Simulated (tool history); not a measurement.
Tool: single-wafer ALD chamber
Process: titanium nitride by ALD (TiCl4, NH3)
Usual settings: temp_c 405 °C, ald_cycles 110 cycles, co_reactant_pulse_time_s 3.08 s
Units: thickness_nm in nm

run	day	temp_c	ald_cycles	co_reactant_pulse_time_s	wafers since the last listed run	hours since the last thermocouple change	hours since the showerhead was replaced	hours since the gauge calibration	read-back reference wafer on the same gauge, thickness_nm	thickness_nm
1	0.000	405	110	3.66	0	1788.5	8783.0	93.5	3.210	2.712
2	0.388	405	110	4.03	11	1797.8	8792.3	102.8	3.209	2.730
3	0.700	405	110	3.08	9	1805.3	8799.8	110.3	3.208	2.712
4	1.254	409	110	2.38	16	1818.6	8813.1	123.6	3.203	2.663
5	1.912	409	110	2.38	19	1834.4	8828.9	139.4	3.203	2.654
6	2.596	394	110	3.08	20	1850.8	8845.3	155.8	3.201	2.676
7	3.025	405	110	3.08	13	1861.1	8855.6	166.1	3.199	2.687
8	3.625	401	103	3.08	18	1875.5	8870.0	180.5	3.194	2.519
9	4.317	401	103	3.08	20	1892.1	8886.6	197.1	3.194	2.511
10	4.892	405	110	3.08	17	1905.9	8900.4	210.9	3.193	2.679
11	5.621	405	110	3.08	22	1923.4	8917.9	228.4	3.189	2.680
12	7.467	405	102	3.08	56	1967.7	8962.2	272.7	3.187	2.488
13	7.992	405	102	3.08	15	1980.3	8974.8	285.3	3.188	2.495
14	8.258	405	102	3.08	8	1986.7	8981.2	291.7	3.189	2.478
15	8.554	405	110	3.50	8	1993.8	8988.3	298.8	3.188	2.689
# day 9.538: thermocouple changed; heater temperature recalibrated
16	9.558	394	117	4.09	20	0.5	9012.4	322.9	3.183	2.878
# day 9.904: showerhead replaced
17	9.925	405	110	3.08	1	9.3	0.5	331.7	3.184	2.670
18	10.392	405	110	1.95	14	20.5	11.7	342.9	3.182	2.627
19	10.750	405	118	3.94	10	29.1	20.3	351.5	3.184	2.903
20	11.292	405	110	3.08	16	42.1	33.3	364.5	3.184	2.682
21	11.633	392	94	3.60	10	50.3	41.5	372.7	3.183	2.293
22	12.004	392	92	2.56	11	59.2	50.4	381.6	3.182	2.204
23	12.275	405	110	3.08	8	65.7	56.9	388.1	3.182	2.669

The next listed run, before its measurement:
24	12.596	400	102	3.71	9	73.4	64.6	395.8	?	?

{"run 24": {"read-back reference wafer on the same gauge, thickness_nm": 3.184, "thickness_nm": 2.501}}
Without the tool's hidden state the same run would have given thickness_nm 2.546 nm.
